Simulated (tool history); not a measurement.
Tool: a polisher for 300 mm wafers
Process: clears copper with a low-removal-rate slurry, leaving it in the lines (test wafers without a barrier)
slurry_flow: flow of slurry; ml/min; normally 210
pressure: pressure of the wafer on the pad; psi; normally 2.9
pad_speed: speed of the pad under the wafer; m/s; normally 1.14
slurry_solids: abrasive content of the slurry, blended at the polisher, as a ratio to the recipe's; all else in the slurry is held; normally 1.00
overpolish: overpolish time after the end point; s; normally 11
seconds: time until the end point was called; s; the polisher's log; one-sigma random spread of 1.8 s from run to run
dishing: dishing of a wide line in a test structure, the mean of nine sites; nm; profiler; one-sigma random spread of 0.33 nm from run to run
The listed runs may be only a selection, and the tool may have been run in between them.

run	hour	slurry_flow	pressure	pad_speed	slurry_solids	overpolish	wafers since the last listed run	wafers polished on this pad	hours since the slurry nozzle was cleaned	hours since the head pressure was calibrated	hours since the slurry blender was calibrated	incoming thickness of the incoming film, nm	seconds	dishing
1	0.0	265	2.9	1.14	1.00	11	0	1898	206.8	299.1	193.3	429.1	112.1	27.9
2	44.3	265	2.9	1.14	1.00	11	453	2351	251.1	343.4	237.6	429.8	111.0	27.9
# hour 47.8: slurry nozzle cleaned
3	115.2	210	2.4	1.14	1.00	11	715	3067	67.4	414.3	308.5	429.5	143.0	23.1
# hour 122.0: slurry blender recalibrated
# hour 146.6: worn pad replaced by a new one
4	180.8	210	2.4	1.14	1.00	11	610	349	133.0	479.9	58.8	427.0	145.6	22.7
5	232.9	210	2.9	1.14	1.00	11	533	883	185.1	532.0	110.9	432.0	121.9	26.2
6	292.2	210	2.9	1.14	1.00	11	607	1490	244.4	591.3	170.2	425.3	120.0	26.7
# hour 315.5: slurry nozzle cleaned
7	343.6	210	2.9	1.14	1.00	11	515	2006	28.1	642.7	221.6	416.2	119.1	26.4
8	368.2	210	2.9	1.14	1.00	11	251	2258	52.7	667.3	246.2	430.5	119.8	26.4
# hour 389.4: slurry blender recalibrated
9	423.1	210	2.9	1.14	1.00	11	541	2799	107.6	722.2	33.7	425.5	122.5	26.2
# hour 470.5: worn pad replaced by a new one
10	471.9	210	2.9	1.14	1.00	11	458	14	156.4	771.0	82.5	423.8	117.4	25.7
11	502.9	210	2.9	1.14	1.00	11	317	331	187.4	802.0	113.5	419.0	117.0	25.7
12	562.3	210	2.9	1.14	1.00	11	608	939	246.8	861.4	172.9	422.5	118.6	26.0
# hour 612.5: slurry nozzle cleaned
13	628.0	210	2.4	1.14	1.00	11	662	1602	15.5	927.1	238.6	424.0	147.4	22.0
14	677.5	210	2.9	1.14	1.00	11	506	2108	65.0	976.6	288.1	417.8	118.3	26.2
# hour 709.6: slurry blender recalibrated
15	725.4	210	2.9	1.14	1.00	11	469	2578	112.9	1024.5	15.8	429.3	126.8	26.1
# hour 752.5: head pressure recalibrated
16	760.0	210	2.9	1.14	1.00	11	333	2912	147.5	7.5	50.4	426.2	105.7	29.5
# hour 806.0: worn pad replaced by a new one
17	806.5	135	3.5	0.78	1.25	11	435	5	194.0	54.0	96.9	425.3	127.1	25.2
18	872.0	210	2.9	1.14	0.85	11	670	675	259.5	119.5	162.4	423.6	111.7	28.7
# hour 918.5: slurry nozzle cleaned
19	930.5	210	2.9	1.14	1.00	11	588	1264	12.0	178.0	220.9	428.5	113.7	28.6
20	992.1	210	2.9	1.14	1.00	11	630	1895	73.6	239.6	282.5	434.6	115.3	27.4
# hour 1041.2: slurry blender recalibrated
21	1048.0	210	2.9	1.14	1.15	11	551	2446	129.5	295.5	6.8	422.9	108.7	28.5
# hour 1070.9: worn pad replaced by a new one
22	1074.6	210	3.6	1.14	1.00	11	231	38	156.1	322.1	33.4	427.4	93.7	32.8
23	1116.6	250	2.5	0.78	1.00	11	429	468	198.1	364.1	75.4	421.2	176.1	18.4
24	1166.0	235	2.9	1.50	0.80	13	505	973	247.5	413.5	124.8	433.1	94.2	37.7
# hour 1225.4: slurry nozzle cleaned
25	1231.0	145	2.9	1.14	1.00	11	655	1629	5.6	478.5	189.8	428.6	123.6	25.4
26	1300.3	210	2.9	1.14	1.10	8	709	2338	74.9	547.8	259.1	418.4	112.5	21.1
# hour 1336.5: slurry blender recalibrated
# hour 1339.7: worn pad replaced by a new one
27	1340.2	270	2.9	1.14	1.00	11	355	5	114.8	587.7	3.7	430.7	116.4	27.9
28	1368.0	255	2.9	1.14	1.10	15	284	289	142.6	615.5	31.5	425.7	111.2	36.0

Branching from run 28: 4 alternative next runs. What would each branch give?
A	1368.5	210	3.2	1.14	1.00	11	5	294	143.1	616.0	32.0	418.3	?	?
B	1368.5	210	2.0	1.14	1.00	11	5	294	143.1	616.0	32.0	418.3	?	?
C	1368.5	175	3.3	1.14	1.00	16	5	294	143.1	616.0	32.0	418.3	?	?
D	1368.5	210	2.9	1.46	1.00	17	5	294	143.1	616.0	32.0	418.3	?	?

run	seconds	dishing
A	105.0	29.3
B	168.0	19.2
C	104.7	39.8
D	93.3	45.0
With no hidden state in the tool, these same runs would have given:
run	seconds	dishing
A	95.0	32.0
B	152.0	21.0
C	94.7	43.3
D	84.4	48.7
